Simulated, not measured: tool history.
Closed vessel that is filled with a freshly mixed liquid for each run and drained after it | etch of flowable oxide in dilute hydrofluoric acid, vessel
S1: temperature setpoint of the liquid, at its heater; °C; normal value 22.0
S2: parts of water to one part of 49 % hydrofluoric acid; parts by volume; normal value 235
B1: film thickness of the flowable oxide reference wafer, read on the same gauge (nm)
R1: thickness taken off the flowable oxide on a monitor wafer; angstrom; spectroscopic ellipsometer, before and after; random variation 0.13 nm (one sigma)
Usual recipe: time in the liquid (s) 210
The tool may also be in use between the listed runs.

run 1 hour=0.0 | S1=22.0 S2=235 time_in_the_liquid_(s)=210 | B1=40.04 | R1=212.1
run 2 hour=17.3 | S1=22.0 S2=235 time_in_the_liquid_(s)=210 | B1=40.00 | R1=213.8
run 3 hour=35.0 | S1=22.0 S2=235 time_in_the_liquid_(s)=210 | B1=39.99 | R1=212.0
run 4 hour=43.7 | S1=22.0 S2=235 time_in_the_liquid_(s)=210 | B1=40.03 | R1=212.4
run 5 hour=59.8 | S1=20.0 S2=235 time_in_the_liquid_(s)=210 | B1=39.99 | R1=197.1
run 6 hour=75.9 | S1=22.0 S2=235 time_in_the_liquid_(s)=210 | B1=40.00 | R1=211.6
-- hour=101.2 hydrofluoric acid flow meter replaced
run 7 hour=101.7 | S1=22.0 S2=210 time_in_the_liquid_(s)=210 | B1=40.02 | R1=226.4
run 8 hour=117.1 | S1=22.0 S2=210 time_in_the_liquid_(s)=210 | B1=40.00 | R1=227.5
run 9 hour=129.0 | S1=22.0 S2=235 time_in_the_liquid_(s)=210 | B1=40.00 | R1=196.4
-- hour=136.3 thermometer replaced
run 10 hour=136.8 | S1=22.0 S2=235 time_in_the_liquid_(s)=210 | B1=40.00 | R1=220.0
run 11 hour=179.5 | S1=19.0 S2=235 time_in_the_liquid_(s)=210 | B1=39.99 | R1=195.8
run 12 hour=187.0 | S1=25.5 S2=205 time_in_the_liquid_(s)=290 | B1=40.01 | R1=401.7
run 13 hour=207.8 | S1=26.5 S2=125 time_in_the_liquid_(s)=210 | B1=39.99 | R1=548.0
run 14 hour=217.8 | S1=17.0 S2=235 time_in_the_liquid_(s)=310 | B1=40.01 | R1=269.1
run 15 hour=228.8 | S1=22.0 S2=235 time_in_the_liquid_(s)=210 | B1=40.00 | R1=220.7
run 16 hour=240.9 | S1=25.0 S2=290 time_in_the_liquid_(s)=315 | B1=40.03 | R1=283.0
run 17 hour=248.3 | S1=22.0 S2=235 time_in_the_liquid_(s)=210 | B1=40.03 | R1=219.8
run 18 hour=254.6 | S1=20.5 S2=145 time_in_the_liquid_(s)=325 | B1=40.04 | R1=567.1
run 19 hour=264.1 | S1=17.5 S2=310 time_in_the_liquid_(s)=120 | B1=40.01 | R1=75.1
run 20 hour=276.8 | S1=19.5 S2=235 time_in_the_liquid_(s)=210 | B1=39.97 | R1=199.1
run 21 hour=292.4 | S1=24.0 S2=235 time_in_the_liquid_(s)=210 | B1=40.01 | R1=237.8
run 22 hour=301.9 | S1=18.5 S2=145 time_in_the_liquid_(s)=275 | B1=39.99 | R1=450.4
-- hour=305.5 gauge calibrated
run 23 hour=313.7 | S1=23.5 S2=305 time_in_the_liquid_(s)=290 | B1=39.98 | R1=230.4
run 24 hour=319.9 | S1=25.5 S2=335 time_in_the_liquid_(s)=115 | B1=39.96 | R1=87.4
run 25 hour=335.2 | S1=22.0 S2=235 time_in_the_liquid_(s)=210 | B1=39.97 | R1=220.2
run 26 hour=342.4 | S1=20.0 S2=295 time_in_the_liquid_(s)=245 | B1=40.01 | R1=182.4
run 27 hour=354.8 | S1=20.5 S2=175 time_in_the_liquid_(s)=210 | B1=40.01 | R1=295.2
run 28 hour=366.9 | S1=19.5 S2=285 time_in_the_liquid_(s)=325 | B1=40.01 | R1=245.8
run 29 hour=375.1 | S1=26.0 S2=235 time_in_the_liquid_(s)=210 | B1=40.03 | R1=256.9
run 30 hour=384.9 | S1=22.0 S2=235 time_in_the_liquid_(s)=110 | B1=39.98 | R1=116.0
run 31 hour=397.2 | S1=22.0 S2=235 time_in_the_liquid_(s)=160 | B1=40.02 | R1=168.2
run 32 hour=409.2 | S1=22.0 S2=235 time_in_the_liquid_(s)=305 | B1=40.02 | R1=320.0
run 33 hour=424.5 | S1=22.0 S2=235 time_in_the_liquid_(s)=210 | B1=40.00 | R1=223.8

For each run, what was the tool's unlogged condition?
gauge reads high (%): 0, the same for each run
H1: liquid colder than its thermometer reads (K)
H2: hydrofluoric acid flow above the setpoint (%)
run=1 H1=2.47 H2=5.46
run=2 H1=2.49 H2=5.64
run=3 H1=2.52 H2=5.82
run=4 H1=2.53 H2=5.91
run=5 H1=2.55 H2=6.07
run=6 H1=2.57 H2=6.24
run=7 H1=2.61 H2=0.263
run=8 H1=2.63 H2=0.42
run=9 H1=2.65 H2=0.542
run=10 H1=0.217 H2=0.622
run=11 H1=0.277 H2=1.06
run=12 H1=0.288 H2=1.13
run=13 H1=0.317 H2=1.35
run=14 H1=0.331 H2=1.45
run=15 H1=0.346 H2=1.56
run=16 H1=0.363 H2=1.68
run=17 H1=0.374 H2=1.76
run=18 H1=0.382 H2=1.82
run=19 H1=0.396 H2=1.92
run=20 H1=0.414 H2=2.05
run=21 H1=0.435 H2=2.21
run=22 H1=0.449 H2=2.31
run=23 H1=0.465 H2=2.43
run=24 H1=0.474 H2=2.49
run=25 H1=0.495 H2=2.65
run=26 H1=0.505 H2=2.72
run=27 H1=0.523 H2=2.85
run=28 H1=0.54 H2=2.97
run=29 H1=0.551 H2=3.06
run=30 H1=0.565 H2=3.16
run=31 H1=0.582 H2=3.28
run=32 H1=0.599 H2=3.4
run=33 H1=0.621 H2=3.56
